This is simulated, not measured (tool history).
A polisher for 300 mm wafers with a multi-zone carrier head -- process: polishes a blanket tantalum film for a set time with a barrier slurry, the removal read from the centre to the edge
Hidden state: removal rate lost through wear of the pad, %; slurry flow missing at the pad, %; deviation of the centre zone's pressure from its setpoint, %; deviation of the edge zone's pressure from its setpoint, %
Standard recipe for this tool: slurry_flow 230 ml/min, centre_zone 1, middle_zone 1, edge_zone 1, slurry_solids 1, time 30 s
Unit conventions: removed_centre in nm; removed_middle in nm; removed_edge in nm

run	day	slurry_flow	centre_zone	middle_zone	edge_zone	slurry_solids	time	wafers since the last listed run	wafers polished on this pad	hours since the slurry nozzle was cleaned	hours since the centre zone pressure was calibrated	hours since the edge zone pressure was calibrated	hours since the carrier head's membrane was replaced	incoming thickness of the incoming film, nm	removed_centre	removed_middle	removed_edge
1	0	230	1	1	1	1	30	0	608	686.4	1324.8	307.7	1166.2	319.7	52.5	53.6	53.4
2	0.492	230	1	1	1	1	30	112	720	698.2	1336.6	319.5	1178	319.1	52.3	53	52.8
3	0.75	230	1	1	1	1	30	58	779	704.4	1342.8	325.7	1184.2	320.2	51.5	51.7	53
4	1.112	230	0.96	1	1	1	30	82	862	713.1	1351.5	334.4	1192.9	321.2	50.7	51.4	51.6
5	1.683	230	1	1	1	1	30	130	992	726.8	1365.2	348.1	1206.6	316.5	49.4	50.1	50.2
# day 1.942: worn pad replaced by a new one
6	2.288	230	1	1	1	1	30	99	78	741.3	1379.7	362.6	1221.1	316.2	53.8	56.6	56.3
# day 2.517: centre zone pressure recalibrated
7	3	230	1	0.94	1	1	30	143	222	758.4	11.6	379.7	1238.2	319.4	54.8	52.7	55.5
8	3.308	230	1	0.94	1	1	30	70	292	765.8	19	387.1	1245.6	317.9	54.2	52.1	55.1
9	3.983	230	1	0.92	1	1	36	154	446	782	35.2	403.3	1261.8	322	64.6	60.9	66.1
10	4.604	230	1.06	0.93	1	1.15	30	141	588	796.9	50.1	418.2	1276.7	313.8	57.9	52.8	56.4
11	5.125	230	1	1	1	1	30	118	707	809.4	62.6	430.7	1289.2	325.7	53.3	53.2	53
# day 6.225: slurry nozzle cleaned
12	6.392	230	0.89	1	1	1	24	279	986	4	93	461.1	1319.6	317.2	37.2	40.3	40.7
# day 6.954: worn pad replaced by a new one
13	6.975	230	1	1	1	1	30	95	4	18	107	475.1	1333.6	322.3	55.2	55.6	56.5
# day 7.317: edge zone pressure recalibrated
14	7.462	205	1	1	1	0.85	30	92	96	29.7	118.7	3.5	1345.3	322.3	52.3	52.8	53.5
# day 8.646: carrier head's membrane replaced by a new one
15	9.296	230	0.91	1	1	1.15	39	370	467	73.7	162.7	47.5	15.6	321	68.2	74.5	74
16	9.904	230	1	1	1	1	30	138	606	88.3	177.3	62.1	30.2	317.6	53.2	53.6	53.9
17	10.242	230	1	1	1	1	30	77	683	96.4	185.4	70.2	38.3	317	51.9	53.1	53
18	10.683	230	1	1	1	1	30	100	784	107	196	80.8	48.9	318.5	51.1	51.8	52.1
19	11.125	255	1	0.9	1	1	30	100	884	117.6	206.6	91.4	59.5	318.4	50.8	47	51.4
20	11.779	230	1	1	1	1.25	30	149	1034	133.3	222.3	107.1	75.2	319.1	52.1	52.7	52.6
21	12.088	230	1	1.1	1	0.8	30	70	1104	140.7	229.7	114.5	82.6	321.4	44.1	49.3	45.4
# day 12.542: worn pad replaced by a new one
22	12.562	230	1	1	1	1	30	70	5	152.1	241.1	125.9	94	322.1	54.7	55.4	56.1

Branching from run 22: 4 alternative next runs. What would each branch give?
A	12.579	230	1	1	1	1	30	3	8	152.5	241.5	126.3	94.4	322.7	?	?	?
B	12.579	230	0.94	1.06	1	1.2	30	3	8	152.5	241.5	126.3	94.4	322.7	?	?	?
C	12.579	155	1	1	1	1.25	30	3	8	152.5	241.5	126.3	94.4	322.7	?	?	?
D	12.579	230	1	1	1.06	1.15	30	3	8	152.5	241.5	126.3	94.4	322.7	?	?	?

run	removed_centre	removed_middle	removed_edge
A	56	55.6	55.8
B	56.7	61.5	58.7
C	57.6	57.4	58
D	58.3	57.9	59.3
Without the tool's unlogged condition, the same runs would have read:
run	removed_centre	removed_middle	removed_edge
A	56.3	55.9	56.1
B	57	61.8	59
C	57.9	57.7	58.3
D	58.6	58.2	59.6

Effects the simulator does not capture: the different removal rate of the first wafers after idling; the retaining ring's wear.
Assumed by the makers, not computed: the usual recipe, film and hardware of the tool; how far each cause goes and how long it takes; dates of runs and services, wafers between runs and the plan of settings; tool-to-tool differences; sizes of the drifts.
